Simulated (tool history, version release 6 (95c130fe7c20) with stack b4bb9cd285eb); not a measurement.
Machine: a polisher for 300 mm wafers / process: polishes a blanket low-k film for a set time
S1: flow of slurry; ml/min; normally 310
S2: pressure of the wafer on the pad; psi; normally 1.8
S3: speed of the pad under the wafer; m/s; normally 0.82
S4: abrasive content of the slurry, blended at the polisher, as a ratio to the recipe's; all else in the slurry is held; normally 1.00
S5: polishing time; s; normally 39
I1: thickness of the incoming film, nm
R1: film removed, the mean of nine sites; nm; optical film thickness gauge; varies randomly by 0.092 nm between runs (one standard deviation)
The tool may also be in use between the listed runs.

| run | hour | S1 | S2 | S3 | S4 | S5 | I1 | R1 |
|---|---|---|---|---|---|---|---|---|
| 1 | 0.0 | 385 | 1.8 | 0.82 | 1.00 | 39 | 435.4 | 14.1 |
| 2 | 88.2 | 310 | 1.8 | 0.82 | 1.00 | 39 | 425.2 | 13.7 |
|  | 114.9 | head pressure recalibrated |
| 3 | 128.0 | 310 | 1.8 | 0.82 | 1.00 | 39 | 427.4 | 13.8 |
| 4 | 231.9 | 310 | 1.8 | 0.82 | 1.00 | 39 | 423.8 | 13.7 |
|  | 284.7 | slurry nozzle cleaned |
| 5 | 334.8 | 310 | 1.8 | 0.92 | 1.00 | 39 | 421.7 | 14.9 |
|  | 338.6 | slurry blender recalibrated |
|  | 353.7 | conditioning disc replaced and pad reconditioned |
|  | 378.5 | worn pad replaced by a new one |
| 6 | 386.9 | 310 | 1.8 | 0.92 | 1.00 | 39 | 427.7 | 14.9 |
| 7 | 452.1 | 310 | 1.8 | 0.82 | 1.00 | 39 | 435.7 | 13.8 |
| 8 | 549.2 | 265 | 1.8 | 0.82 | 1.00 | 39 | 431.3 | 13.6 |
| 9 | 635.5 | 310 | 1.8 | 0.74 | 1.00 | 39 | 430.8 | 12.9 |
| 10 | 735.7 | 310 | 1.5 | 0.64 | 0.90 | 39 | 422.9 | 9.3 |
|  | 782.2 | slurry blender recalibrated |
| 11 | 824.3 | 310 | 1.8 | 0.82 | 1.00 | 27 | 431.6 | 9.6 |
|  | 826.4 | slurry nozzle cleaned |
|  | 889.3 | conditioning disc replaced and pad reconditioned |
| 12 | 915.0 | 280 | 1.8 | 1.08 | 1.00 | 39 | 435.5 | 16.8 |
|  | 934.5 | worn pad replaced by a new one |
| 13 | 958.6 | 310 | 1.8 | 0.82 | 1.00 | 39 | 425.4 | 13.8 |
| 14 | 1028.5 | 360 | 2.0 | 0.82 | 1.30 | 52 | 427.9 | 23.7 |
| 15 | 1121.3 | 310 | 1.8 | 0.54 | 1.15 | 39 | 437.5 | 11.3 |
| 16 | 1197.8 | 310 | 2.2 | 0.82 | 1.15 | 39 | 432.5 | 17.9 |
|  | 1253.2 | head pressure recalibrated |
| 17 | 1284.8 | 310 | 1.8 | 0.82 | 1.00 | 39 | 427.7 | 13.6 |
|  | 1293.3 | slurry blender recalibrated |
| 18 | 1350.8 | 310 | 1.8 | 0.92 | 1.00 | 39 | 428.7 | 15.0 |
|  | 1372.7 | slurry nozzle cleaned |
|  | 1400.7 | worn pad replaced by a new one |
|  | 1411.9 | conditioning disc replaced and pad reconditioned |
| 19 | 1612.3 | 310 | 2.3 | 0.82 | 1.25 | 39 | 427.8 | 19.7 |
| 20 | 1649.6 | 310 | 1.2 | 1.10 | 1.00 | 39 | 428.8 | 12.2 |
| 21 | 1744.2 | 310 | 2.0 | 0.98 | 0.85 | 48 | 427.1 | 18.9 |
|  | 1748.4 | slurry blender recalibrated |
| 22 | 1810.8 | 310 | 1.8 | 0.60 | 1.00 | 39 | 434.9 | 11.1 |
|  | 1832.2 | worn pad replaced by a new one |
|  | 1858.2 | slurry nozzle cleaned |
| 23 | 1913.6 | 310 | 1.8 | 0.82 | 1.00 | 39 | 423.8 | 13.8 |
|  | 1960.0 | conditioning disc replaced and pad reconditioned |
| 24 | 1985.4 | 310 | 1.8 | 0.82 | 1.00 | 39 | 424.3 | 13.8 |
| 25 | 2052.1 | 310 | 1.8 | 0.62 | 1.00 | 39 | 431.7 | 11.4 |

Give the tool's hidden conditions for every run:
removal rate lost through wear of the pad, %: 0 across all the runs
slurry flow missing at the pad, %: 0 across all the runs
deviation of the head's pressure from its setpoint, %: 0 across all the runs
abrasive missing from the slurry, %: 0 across all the runs
time polished since the conditioner stopped cutting, s: 0 across all the runs

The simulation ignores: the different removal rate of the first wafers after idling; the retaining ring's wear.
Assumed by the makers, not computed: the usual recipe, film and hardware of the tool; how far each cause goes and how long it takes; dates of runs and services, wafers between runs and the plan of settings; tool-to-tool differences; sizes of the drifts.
